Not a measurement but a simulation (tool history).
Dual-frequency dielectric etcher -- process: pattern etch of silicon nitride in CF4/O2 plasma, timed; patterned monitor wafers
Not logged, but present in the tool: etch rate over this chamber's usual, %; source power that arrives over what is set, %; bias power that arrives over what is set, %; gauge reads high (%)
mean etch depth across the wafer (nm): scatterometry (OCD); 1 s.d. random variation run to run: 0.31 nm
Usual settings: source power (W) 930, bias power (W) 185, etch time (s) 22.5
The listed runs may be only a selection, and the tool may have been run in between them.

run	hour	source power (W)	bias power (W)	etch time (s)	wafers since the last listed run	hours since the last wet clean	hours since the last source power generator calibration	hours since the last bias power generator calibration	hours since the last upper electrode change	hours since the gauge calibration	read-back reference wafer on the same gauge, depth_nm	mean etch depth across the wafer (nm)
1	0.0	930	211	22.5	0	130.0	2546.1	3211.3	3293.1	1986.2	86.6	92.0
2	66.5	930	211	22.5	1213	196.5	2612.6	3277.8	3359.6	2052.7	86.6	93.3
3	102.3	930	155	22.5	653	232.3	2648.4	3313.6	3395.4	2088.5	86.6	83.5
4	160.7	780	185	22.5	1066	290.7	2706.8	3372.0	3453.8	2146.9	86.6	74.0
5	211.8	930	185	22.5	932	341.8	2757.9	3423.1	3504.9	2198.0	86.6	89.9
# hour 264.1: gauge calibrated
6	282.8	930	185	22.5	1296	412.8	2828.9	3494.1	3575.9	18.7	86.6	90.4
7	347.0	930	185	22.5	1171	477.0	2893.1	3558.3	3640.1	82.9	86.6	90.8
# hour 411.3: wet clean of the chamber
# hour 416.9: upper electrode replaced
8	417.4	930	185	22.5	744	6.1	2963.5	3628.7	0.5	153.3	86.5	86.7
# hour 435.1: bias power generator calibrated
9	441.8	930	185	22.5	372	30.5	2987.9	6.7	24.9	177.7	86.5	87.5
10	507.4	930	185	22.5	1197	96.1	3053.5	72.3	90.5	243.3	86.6	87.3
11	550.8	930	185	22.5	792	139.5	3096.9	115.7	133.9	286.7	86.5	88.2
12	603.5	930	185	27.0	962	192.2	3149.6	168.4	186.6	339.4	86.7	105.3
# hour 640.4: source power generator calibrated
13	648.5	1080	215	15.5	748	237.2	8.1	213.4	231.6	384.4	86.6	75.4
14	701.1	930	185	15.5	960	289.8	60.7	266.0	284.2	437.0	86.6	61.3
15	739.9	1030	185	19.0	708	328.6	99.5	304.8	323.0	475.8	86.6	84.6
16	797.5	840	185	22.5	1051	386.2	157.1	362.4	380.6	533.4	86.6	80.3
17	835.1	1090	154	18.5	686	423.8	194.7	400.0	418.2	571.0	86.6	81.9
18	859.5	930	185	22.5	445	448.2	219.1	424.4	442.6	595.4	86.6	90.4
19	916.3	1050	185	20.5	1036	505.0	275.9	481.2	499.4	652.2	86.6	92.9
20	976.1	930	220	28.5	1091	564.8	335.7	541.0	559.2	712.0	86.5	122.8
# hour 1014.4: wet clean of the chamber
21	1014.9	930	185	25.0	270	0.5	374.5	579.8	598.0	750.8	86.6	97.2
22	1045.1	930	224	22.5	551	30.7	404.7	610.0	628.2	781.0	86.7	93.2
23	1105.2	1140	185	25.5	1097	90.8	464.8	670.1	688.3	841.1	86.6	122.3
24	1140.2	930	185	22.5	638	125.8	499.8	705.1	723.3	876.1	86.5	88.2
25	1177.9	1090	185	17.5	688	163.5	537.5	742.8	761.0	913.8	86.6	80.2
26	1218.1	930	224	22.5	733	203.7	577.7	783.0	801.2	954.0	86.6	95.6
27	1255.9	870	228	24.5	690	241.5	615.5	820.8	839.0	991.8	86.5	96.9
28	1286.9	930	185	22.5	565	272.5	646.5	851.8	870.0	1022.8	86.7	88.9
29	1323.1	800	185	16.0	660	308.7	682.7	888.0	906.2	1059.0	86.5	54.0
30	1387.8	930	185	18.0	1181	373.4	747.4	952.7	970.9	1123.7	86.6	72.0

Below, some changes in mean etch depth across the wafer (nm) between adjacent runs. For each, the amount present without the hidden state too (settings, incoming material, random variation) and the amount remaining for the hidden state with gauge scatter not shared by both compared results:
Run 7 -> 8: wet clean of the chamber, upper electrode replaced. mean etch depth across the wafer (nm) -4.1: hidden state -4.1, all else +0.0.
Run 12 -> 13: source power (W) 930 -> 1080, bias power (W) 185 -> 215, etch time (s) 27.0 -> 15.5, source power generator calibrated. mean etch depth across the wafer (nm) -29.9: hidden state -0.2, all else -29.7.
Run 19 -> 20: source power (W) 1050 -> 930, bias power (W) 185 -> 220, etch time (s) 20.5 -> 28.5. mean etch depth across the wafer (nm) +29.9: hidden state +2.0, all else +27.9.
Run 20 -> 21: bias power (W) 220 -> 185, etch time (s) 28.5 -> 25.0, wet clean of the chamber. mean etch depth across the wafer (nm) -25.6: hidden state -5.9, all else -19.7.
Run 23 -> 24: source power (W) 1140 -> 930, etch time (s) 25.5 -> 22.5. mean etch depth across the wafer (nm) -34.1: hidden state -0.2, all else -33.9.
Run 28 -> 29: source power (W) 930 -> 800, etch time (s) 22.5 -> 16.0. mean etch depth across the wafer (nm) -34.9: hidden state -0.8, all else -34.1.
